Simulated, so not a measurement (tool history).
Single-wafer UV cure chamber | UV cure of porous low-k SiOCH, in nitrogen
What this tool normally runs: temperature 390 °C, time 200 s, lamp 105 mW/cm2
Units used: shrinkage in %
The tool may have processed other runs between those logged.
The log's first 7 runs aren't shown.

run,hour,temperature,time,lamp,wafers since the last listed run,hours since the UV bulbs were replaced,wafers since the quartz window was cleaned,shrinkage
8,92.6,385,200,105,39,3095.2,2620,7.247
9,106.4,385,200,105,39,3109,2660,7.271
10,116.5,390,200,105,29,3119.1,2689,7.303
11,123.4,390,200,105,19,3126,2709,7.304
12,130,390,200,105,19,3132.6,2728,7.353
13,144.9,390,200,105,42,3147.5,2771,7.243
14,162.3,396,200,105,50,3164.9,2821,7.261
# hour 184.1: UV bulbs replaced
15,184.6,396,200,105,41,0.5,2862,9.153
16,191.9,390,200,105,21,7.8,2884,8.943
17,205.9,390,200,105,40,21.8,2924,8.969
18,221.4,396,135,105,44,37.3,2968,7.629

Estimate the outcome of run 19 from the log above:
19,235.8,375,200,76,41,51.7,3010,?

Logged for run 19: shrinkage 7.551 %.
If the tool had no hidden condition, the same run with the same run-to-run variation would have returned shrinkage 7.756 %.
